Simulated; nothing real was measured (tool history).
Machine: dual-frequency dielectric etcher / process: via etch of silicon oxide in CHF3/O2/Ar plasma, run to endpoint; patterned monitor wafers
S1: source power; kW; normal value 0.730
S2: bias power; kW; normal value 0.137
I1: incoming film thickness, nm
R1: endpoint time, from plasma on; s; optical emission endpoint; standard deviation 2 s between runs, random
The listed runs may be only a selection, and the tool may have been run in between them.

run 1 day=0.000 | S1=0.730 S2=0.130 | I1=490.6 | R1=260.3
run 2 day=2.142 | S1=0.730 S2=0.130 | I1=483.6 | R1=256.2
run 3 day=4.479 | S1=0.730 S2=0.137 | I1=490.1 | R1=256.2
run 4 day=5.788 | S1=0.730 S2=0.137 | I1=493.0 | R1=260.5
run 5 day=7.012 | S1=0.670 S2=0.137 | I1=491.8 | R1=268.3
run 6 day=9.142 | S1=0.670 S2=0.137 | I1=488.1 | R1=263.7
run 7 day=11.550 | S1=0.640 S2=0.137 | I1=492.6 | R1=274.5
run 8 day=14.396 | S1=0.640 S2=0.137 | I1=486.9 | R1=271.8
run 9 day=16.129 | S1=0.640 S2=0.137 | I1=490.6 | R1=276.8
run 10 day=17.412 | S1=0.730 S2=0.150 | I1=493.3 | R1=255.7
run 11 day=19.358 | S1=0.730 S2=0.161 | I1=486.6 | R1=250.8
run 12 day=21.762 | S1=0.730 S2=0.137 | I1=490.5 | R1=264.3
-- day=22.154 bias power generator calibrated
-- day=24.117 upper electrode replaced
-- day=24.883 wet clean of the chamber
run 13 day=24.904 | S1=0.730 S2=0.137 | I1=493.4 | R1=258.2
run 14 day=25.712 | S1=0.730 S2=0.137 | I1=489.3 | R1=250.7
run 15 day=28.362 | S1=0.730 S2=0.137 | I1=494.1 | R1=259.2
run 16 day=30.038 | S1=0.730 S2=0.137 | I1=491.6 | R1=258.8
run 17 day=32.954 | S1=0.580 S2=0.137 | I1=492.2 | R1=286.7
-- day=33.608 source power generator calibrated
run 18 day=35.400 | S1=0.730 S2=0.123 | I1=492.1 | R1=268.2
run 19 day=38.262 | S1=0.730 S2=0.137 | I1=487.8 | R1=254.4
run 20 day=39.925 | S1=0.730 S2=0.150 | I1=494.0 | R1=257.5
run 21 day=42.525 | S1=0.630 S2=0.137 | I1=490.7 | R1=278.7
run 22 day=44.196 | S1=0.570 S2=0.137 | I1=490.2 | R1=292.8
run 23 day=47.008 | S1=0.730 S2=0.137 | I1=488.3 | R1=263.5
-- day=48.496 wet clean of the chamber
run 24 day=49.725 | S1=0.730 S2=0.122 | I1=487.0 | R1=260.9
run 25 day=52.558 | S1=0.610 S2=0.118 | I1=491.9 | R1=284.2
run 26 day=54.575 | S1=0.730 S2=0.137 | I1=491.8 | R1=258.9
run 27 day=57.517 | S1=0.670 S2=0.137 | I1=489.2 | R1=271.4
run 28 day=58.558 | S1=0.790 S2=0.164 | I1=491.7 | R1=240.2
run 29 day=61.350 | S1=0.560 S2=0.124 | I1=490.2 | R1=300.2
run 30 day=63.725 | S1=0.730 S2=0.169 | I1=490.3 | R1=242.7
run 31 day=65.671 | S1=0.680 S2=0.157 | I1=491.1 | R1=255.1
run 32 day=67.567 | S1=0.730 S2=0.112 | I1=489.9 | R1=273.7
run 33 day=70.175 | S1=0.730 S2=0.137 | I1=491.3 | R1=259.4
run 34 day=71.317 | S1=0.730 S2=0.137 | I1=491.0 | R1=264.2

What if the next run were any one of these 5? Each begins from the tool's condition after run 34:
run A day=71.338 | S1=0.730 S2=0.137 | I1=489.9 | R1=?
run B day=71.338 | S1=0.890 S2=0.158 | I1=489.9 | R1=?
run C day=71.338 | S1=0.730 S2=0.164 | I1=489.9 | R1=?
run D day=71.338 | S1=0.820 S2=0.124 | I1=489.9 | R1=?
run E day=71.338 | S1=0.610 S2=0.167 | I1=489.9 | R1=?

run=A R1=259.3
run=B R1=229.9
run=C R1=246.9
run=D R1=253.5
run=E R1=264.7
What these runs would have given with no unlogged condition in the tool:
run=A R1=252.2
run=B R1=223.5
run=C R1=240.1
run=D R1=246.5
run=E R1=257.4
